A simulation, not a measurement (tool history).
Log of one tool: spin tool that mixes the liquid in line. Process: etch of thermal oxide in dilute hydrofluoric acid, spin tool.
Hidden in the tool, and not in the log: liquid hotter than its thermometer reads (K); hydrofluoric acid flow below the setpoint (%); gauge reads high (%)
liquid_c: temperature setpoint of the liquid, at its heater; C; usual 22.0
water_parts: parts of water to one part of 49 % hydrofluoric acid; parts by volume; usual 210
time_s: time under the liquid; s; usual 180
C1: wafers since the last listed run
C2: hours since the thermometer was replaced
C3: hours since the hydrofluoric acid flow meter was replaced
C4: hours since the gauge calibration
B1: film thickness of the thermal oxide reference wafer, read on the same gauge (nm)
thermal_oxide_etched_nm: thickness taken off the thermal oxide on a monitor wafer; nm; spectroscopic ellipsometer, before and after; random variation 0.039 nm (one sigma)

run 1 day=0.000 | liquid_c=22.0 water_parts=210 time_s=180 | C1=0 C2=525.7 C3=668.6 C4=2080.3 | B1=130.007 | thermal_oxide_etched_nm=3.443
run 2 day=3.242 | liquid_c=22.0 water_parts=210 time_s=180 | C1=368 C2=603.5 C3=746.4 C4=2158.1 | B1=129.994 | thermal_oxide_etched_nm=3.437
run 3 day=5.038 | liquid_c=22.0 water_parts=210 time_s=180 | C1=204 C2=646.6 C3=789.5 C4=2201.2 | B1=129.989 | thermal_oxide_etched_nm=3.409
run 4 day=7.508 | liquid_c=22.0 water_parts=210 time_s=180 | C1=281 C2=705.9 C3=848.8 C4=2260.5 | B1=130.014 | thermal_oxide_etched_nm=3.427
run 5 day=9.929 | liquid_c=22.0 water_parts=210 time_s=180 | C1=275 C2=764.0 C3=906.9 C4=2318.6 | B1=129.995 | thermal_oxide_etched_nm=3.417
run 6 day=13.979 | liquid_c=24.5 water_parts=210 time_s=180 | C1=460 C2=861.2 C3=1004.1 C4=2415.8 | B1=130.022 | thermal_oxide_etched_nm=3.724
run 7 day=18.262 | liquid_c=24.5 water_parts=210 time_s=180 | C1=487 C2=964.0 C3=1106.9 C4=2518.6 | B1=129.990 | thermal_oxide_etched_nm=3.766
run 8 day=22.000 | liquid_c=22.0 water_parts=210 time_s=180 | C1=425 C2=1053.7 C3=1196.6 C4=2608.3 | B1=129.991 | thermal_oxide_etched_nm=3.432
run 9 day=24.388 | liquid_c=22.0 water_parts=210 time_s=180 | C1=271 C2=1111.0 C3=1253.9 C4=2665.6 | B1=129.989 | thermal_oxide_etched_nm=3.358
-- day=25.283 thermometer replaced
run 10 day=26.404 | liquid_c=25.0 water_parts=210 time_s=180 | C1=224 C2=26.9 C3=1302.3 C4=2714.0 | B1=129.987 | thermal_oxide_etched_nm=3.456
run 11 day=29.329 | liquid_c=25.0 water_parts=210 time_s=180 | C1=332 C2=97.1 C3=1372.5 C4=2784.2 | B1=129.988 | thermal_oxide_etched_nm=3.526
run 12 day=33.042 | liquid_c=25.0 water_parts=210 time_s=180 | C1=422 C2=186.2 C3=1461.6 C4=2873.3 | B1=130.032 | thermal_oxide_etched_nm=3.449
-- day=44.000 hydrofluoric acid flow meter replaced
run 13 day=44.504 | liquid_c=22.0 water_parts=210 time_s=155 | C1=1299 C2=461.3 C3=12.1 C4=3148.4 | B1=129.997 | thermal_oxide_etched_nm=3.030
run 14 day=47.438 | liquid_c=17.0 water_parts=265 time_s=95 | C1=333 C2=531.7 C3=82.5 C4=3218.8 | B1=129.996 | thermal_oxide_etched_nm=1.194
run 15 day=51.017 | liquid_c=22.0 water_parts=210 time_s=180 | C1=407 C2=617.6 C3=168.4 C4=3304.7 | B1=130.001 | thermal_oxide_etched_nm=3.506
run 16 day=54.962 | liquid_c=18.0 water_parts=170 time_s=180 | C1=448 C2=712.3 C3=263.1 C4=3399.4 | B1=130.018 | thermal_oxide_etched_nm=4.007
run 17 day=58.504 | liquid_c=22.0 water_parts=210 time_s=180 | C1=402 C2=797.3 C3=348.1 C4=3484.4 | B1=129.987 | thermal_oxide_etched_nm=3.681
run 18 day=62.875 | liquid_c=18.0 water_parts=290 time_s=180 | C1=497 C2=902.2 C3=453.0 C4=3589.3 | B1=130.013 | thermal_oxide_etched_nm=2.108
-- day=63.058 thermometer replaced
run 19 day=65.375 | liquid_c=22.0 water_parts=150 time_s=250 | C1=279 C2=55.6 C3=513.0 C4=3649.3 | B1=130.009 | thermal_oxide_etched_nm=6.728
run 20 day=67.221 | liquid_c=20.0 water_parts=265 time_s=100 | C1=209 C2=99.9 C3=557.3 C4=3693.6 | B1=130.021 | thermal_oxide_etched_nm=1.273
-- day=68.138 gauge calibrated
run 21 day=70.625 | liquid_c=25.5 water_parts=235 time_s=85 | C1=387 C2=181.6 C3=639.0 C4=59.7 | B1=129.986 | thermal_oxide_etched_nm=1.547
run 22 day=73.312 | liquid_c=22.0 water_parts=210 time_s=180 | C1=305 C2=246.1 C3=703.5 C4=124.2 | B1=130.006 | thermal_oxide_etched_nm=3.294
run 23 day=75.462 | liquid_c=18.0 water_parts=170 time_s=180 | C1=244 C2=297.7 C3=755.1 C4=175.8 | B1=129.990 | thermal_oxide_etched_nm=3.631
run 24 day=79.375 | liquid_c=22.0 water_parts=175 time_s=180 | C1=445 C2=391.6 C3=849.0 C4=269.7 | B1=130.009 | thermal_oxide_etched_nm=4.059
run 25 day=81.679 | liquid_c=22.0 water_parts=210 time_s=210 | C1=262 C2=446.9 C3=904.3 C4=325.0 | B1=129.994 | thermal_oxide_etched_nm=3.847
run 26 day=85.388 | liquid_c=22.0 water_parts=210 time_s=180 | C1=421 C2=535.9 C3=993.3 C4=414.0 | B1=129.999 | thermal_oxide_etched_nm=3.290
run 27 day=88.600 | liquid_c=20.0 water_parts=310 time_s=230 | C1=365 C2=613.0 C3=1070.4 C4=491.1 | B1=130.015 | thermal_oxide_etched_nm=2.360
run 28 day=92.808 | liquid_c=23.5 water_parts=210 time_s=235 | C1=478 C2=714.0 C3=1171.4 C4=592.1 | B1=130.015 | thermal_oxide_etched_nm=4.491
run 29 day=95.329 | liquid_c=22.0 water_parts=210 time_s=180 | C1=286 C2=774.5 C3=1231.9 C4=652.6 | B1=130.006 | thermal_oxide_etched_nm=3.325
run 30 day=100.696 | liquid_c=22.0 water_parts=255 time_s=180 | C1=610 C2=903.3 C3=1360.7 C4=781.4 | B1=129.991 | thermal_oxide_etched_nm=2.526
run 31 day=104.367 | liquid_c=22.0 water_parts=250 time_s=115 | C1=417 C2=991.4 C3=1448.8 C4=869.5 | B1=130.009 | thermal_oxide_etched_nm=1.689
run 32 day=107.333 | liquid_c=23.5 water_parts=265 time_s=70 | C1=337 C2=1062.6 C3=1520.0 C4=940.7 | B1=129.998 | thermal_oxide_etched_nm=0.991
-- day=108.062 thermometer replaced
run 33 day=113.733 | liquid_c=22.0 water_parts=210 time_s=180 | C1=723 C2=136.1 C3=1673.6 C4=1094.3 | B1=129.994 | thermal_oxide_etched_nm=2.991

Measured less the same run without the tool's hidden state. The same run-to-run variation is in both; the gauge's scatter may not be:
run=1 thermal_oxide_etched_nm=-0.015
run=2 thermal_oxide_etched_nm=-0.016
run=3 thermal_oxide_etched_nm=-0.015
run=4 thermal_oxide_etched_nm=-0.016
run=5 thermal_oxide_etched_nm=-0.017
run=6 thermal_oxide_etched_nm=-0.033
run=7 thermal_oxide_etched_nm=-0.036
run=8 thermal_oxide_etched_nm=-0.024
run=9 thermal_oxide_etched_nm=-0.023
run=10 thermal_oxide_etched_nm=-0.386
run=11 thermal_oxide_etched_nm=-0.396
run=12 thermal_oxide_etched_nm=-0.391
run=13 thermal_oxide_etched_nm=+0.124
run=14 thermal_oxide_etched_nm=+0.051
run=15 thermal_oxide_etched_nm=+0.144
run=16 thermal_oxide_etched_nm=+0.191
run=17 thermal_oxide_etched_nm=+0.153
run=18 thermal_oxide_etched_nm=+0.084
run=19 thermal_oxide_etched_nm=-0.293
run=20 thermal_oxide_etched_nm=-0.060
run=21 thermal_oxide_etched_nm=-0.076
run=22 thermal_oxide_etched_nm=-0.152
run=23 thermal_oxide_etched_nm=-0.148
run=24 thermal_oxide_etched_nm=-0.177
run=25 thermal_oxide_etched_nm=-0.180
run=26 thermal_oxide_etched_nm=-0.154
run=27 thermal_oxide_etched_nm=-0.130
run=28 thermal_oxide_etched_nm=-0.225
run=29 thermal_oxide_etched_nm=-0.161
run=30 thermal_oxide_etched_nm=-0.141
run=31 thermal_oxide_etched_nm=-0.096
run=32 thermal_oxide_etched_nm=-0.063
run=33 thermal_oxide_etched_nm=-0.469
